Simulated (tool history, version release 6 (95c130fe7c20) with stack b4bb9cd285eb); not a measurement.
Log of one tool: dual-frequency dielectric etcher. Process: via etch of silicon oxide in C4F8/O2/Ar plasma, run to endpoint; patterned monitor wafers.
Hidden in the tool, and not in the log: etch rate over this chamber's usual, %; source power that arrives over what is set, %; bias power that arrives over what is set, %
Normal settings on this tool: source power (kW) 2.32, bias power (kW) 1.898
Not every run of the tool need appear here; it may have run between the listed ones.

| run | hour | source power (kW) | bias power (kW) | wafers since the last listed run | hours since the last wet clean | hours since the last source power generator calibration | hours since the last bias power generator calibration | hours since the last upper electrode change | incoming incoming film thickness, nm | endpoint time (s) |
|---|---|---|---|---|---|---|---|---|---|---|
| 1 | 0 | 2.32 | 2.047 | 0 | 314.3 | 3816.1 | 3474.4 | 2355.4 | 1247.6 | 221.5 |
| 2 | 17.9 | 2.32 | 2.047 | 120 | 332.2 | 3834 | 3492.3 | 2373.3 | 1230 | 214.4 |
| 3 | 29.4 | 2.32 | 1.731 | 77 | 343.7 | 3845.5 | 3503.8 | 2384.8 | 1232.7 | 230.9 |
| 4 | 38.6 | 1.96 | 1.742 | 61 | 352.9 | 3854.7 | 3513 | 2394 | 1233.2 | 246.8 |
| 5 | 51.2 | 1.96 | 1.742 | 84 | 365.5 | 3867.3 | 3525.6 | 2406.6 | 1240.8 | 247.4 |
| 6 | 60.8 | 2.73 | 2.078 | 64 | 375.1 | 3876.9 | 3535.2 | 2416.2 | 1242.7 | 209.1 |
| 7 | 71.1 | 2.73 | 2.078 | 69 | 385.4 | 3887.2 | 3545.5 | 2426.5 | 1234.9 | 207.6 |
| 8 | 79.3 | 2.73 | 2.078 | 55 | 393.6 | 3895.4 | 3553.7 | 2434.7 | 1239 | 206.7 |
| 9 | 96.7 | 2.32 | 1.898 | 116 | 411 | 3912.8 | 3571.1 | 2452.1 | 1241.8 | 230.2 |
| 10 | 112 | 2.32 | 1.898 | 102 | 426.3 | 3928.1 | 3586.4 | 2467.4 | 1230.9 | 223.1 |
| 11 | 123.7 | 2.32 | 1.898 | 78 | 438 | 3939.8 | 3598.1 | 2479.1 | 1231.6 | 226.6 |
| 12 | 138.3 | 2.32 | 1.898 | 98 | 452.6 | 3954.4 | 3612.7 | 2493.7 | 1235.2 | 232.3 |
| 13 | 151.3 | 2.32 | 1.898 | 87 | 465.6 | 3967.4 | 3625.7 | 2506.7 | 1243.6 | 232.8 |
| 14 | 161.9 | 2.09 | 1.898 | 71 | 476.2 | 3978 | 3636.3 | 2517.3 | 1236 | 236.4 |
| 15 | 170.7 | 2.09 | 1.898 | 59 | 485 | 3986.8 | 3645.1 | 2526.1 | 1235.4 | 237.8 |
| 16 | 185.9 | 2.09 | 1.898 | 102 | 500.2 | 4002 | 3660.3 | 2541.3 | 1238.1 | 237 |
|  | 222.6 | wet clean of the chamber |
| 17 | 223.1 | 1.99 | 1.898 | 88 | 0.5 | 4039.2 | 3697.5 | 2578.5 | 1243.5 | 236.3 |
| 18 | 223.5 | 2.1 | 1.621 | 2 | 0.9 | 4039.6 | 3697.9 | 2578.9 | 1236.5 | 236.5 |
| 19 | 223.9 | 2.73 | 2.078 | 2 | 1.3 | 4040 | 3698.3 | 2579.3 | 1244.2 | 202.2 |
| 20 | 235.4 | 2.72 | 1.898 | 77 | 12.8 | 4051.5 | 3709.8 | 2590.8 | 1233.2 | 205.3 |
|  | 264.4 | bias power generator calibrated |
| 21 | 285.6 | 2.66 | 1.572 | 310 | 63 | 4101.7 | 21.2 | 2641 | 1247.3 | 219.3 |
|  | 295.4 | source power generator calibrated |
| 22 | 299.8 | 2.47 | 1.465 | 68 | 77.2 | 4.4 | 35.4 | 2655.2 | 1244 | 231.3 |
| 23 | 306.1 | 1.77 | 1.898 | 42 | 83.5 | 10.7 | 41.7 | 2661.5 | 1242.1 | 242.8 |
|  | 341.1 | upper electrode replaced |
| 24 | 341.6 | 2.32 | 1.898 | 77 | 119 | 46.2 | 77.2 | 0.5 | 1242 | 222.8 |
| 25 | 342 | 2.32 | 2.047 | 2 | 119.4 | 46.6 | 77.6 | 0.9 | 1226.9 | 213.9 |
| 26 | 342.4 | 2.32 | 2.047 | 2 | 119.8 | 47 | 78 | 1.3 | 1239.7 | 217 |
| 27 | 354.2 | 2.32 | 1.898 | 79 | 131.6 | 58.8 | 89.8 | 13.1 | 1235.5 | 218.9 |
| 28 | 365.1 | 2.32 | 1.898 | 73 | 142.5 | 69.7 | 100.7 | 24 | 1246.3 | 222.1 |
| 29 | 382 | 1.88 | 2.179 | 113 | 159.4 | 86.6 | 117.6 | 40.9 | 1238 | 228 |
| 30 | 388.1 | 2.32 | 1.731 | 40 | 165.5 | 92.7 | 123.7 | 47 | 1233.5 | 225.2 |
| 31 | 403.5 | 1.82 | 2.28 | 103 | 180.9 | 108.1 | 139.1 | 62.4 | 1225.8 | 228.6 |
| 32 | 416.4 | 1.81 | 2.215 | 86 | 193.8 | 121 | 152 | 75.3 | 1248.3 | 236.3 |
| 33 | 430.7 | 2.69 | 1.617 | 96 | 208.1 | 135.3 | 166.3 | 89.6 | 1245.1 | 223.2 |
| 34 | 442.2 | 1.87 | 1.898 | 77 | 219.6 | 146.8 | 177.8 | 101.1 | 1237.4 | 238.1 |

Alternative continuations, all from the tool just after run 34; predict every row:
| A | 442.7 | 2.63 | 1.898 | 3 | 220.1 | 147.3 | 178.3 | 101.6 | 1230.7 | ? |
| B | 442.7 | 2.77 | 1.709 | 3 | 220.1 | 147.3 | 178.3 | 101.6 | 1230.7 | ? |
| C | 442.7 | 2.32 | 2.308 | 3 | 220.1 | 147.3 | 178.3 | 101.6 | 1230.7 | ? |
| D | 442.7 | 2.17 | 1.646 | 3 | 220.1 | 147.3 | 178.3 | 101.6 | 1230.7 | ? |
| E | 442.7 | 2.72 | 1.605 | 3 | 220.1 | 147.3 | 178.3 | 101.6 | 1230.7 | ? |

| run | endpoint time (s) |
|---|---|
| A | 211.9 |
| B | 214.4 |
| C | 209.2 |
| D | 237.8 |
| E | 219.9 |
With the hidden condition removed and each run's random variation left untouched, the same runs would have given:
| run | endpoint time (s) |
|---|---|
| A | 206.8 |
| B | 209.1 |
| C | 204.1 |
| D | 232.1 |
| E | 214.5 |
